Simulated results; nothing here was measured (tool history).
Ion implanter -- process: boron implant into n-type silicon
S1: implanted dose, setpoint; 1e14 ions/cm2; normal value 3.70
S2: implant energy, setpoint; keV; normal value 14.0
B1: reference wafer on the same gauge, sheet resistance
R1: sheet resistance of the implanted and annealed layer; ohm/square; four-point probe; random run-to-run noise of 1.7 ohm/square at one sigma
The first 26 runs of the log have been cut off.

run	hour	S1	S2	B1	R1
27	1338.5	4.16	17.5	342.85	260.46
28	1370.6	3.70	14.0	342.77	287.92
29	1428.7	3.29	9.5	343.44	330.34
30	1620.5	4.00	16.0	343.11	269.07
31	1671.6	3.00	10.0	343.19	352.64
32	1701.0	3.70	14.0	343.20	287.15
33	1755.2	2.84	11.0	343.23	363.17
34	1804.9	3.70	9.5	342.91	295.69
35	1843.4	4.54	9.5	342.91	248.37
36	1909.2	3.20	10.5	342.98	330.78
37	1943.3	3.70	14.0	343.49	284.16

4 options for the next run, each taken on its own from the tool as it stands now. Forecast them:
A	1943.7	4.15	14.0	?	?
B	1943.7	3.15	17.0	?	?
C	1943.7	3.19	9.0	?	?
D	1943.7	4.48	9.5	?	?

run	B1	R1
A	342.93	262.83
B	342.93	323.30
C	342.93	339.93
D	342.93	253.48
What these runs would have given with no unlogged condition in the tool:
run	R1
A	269.42
B	331.18
C	348.88
D	259.98

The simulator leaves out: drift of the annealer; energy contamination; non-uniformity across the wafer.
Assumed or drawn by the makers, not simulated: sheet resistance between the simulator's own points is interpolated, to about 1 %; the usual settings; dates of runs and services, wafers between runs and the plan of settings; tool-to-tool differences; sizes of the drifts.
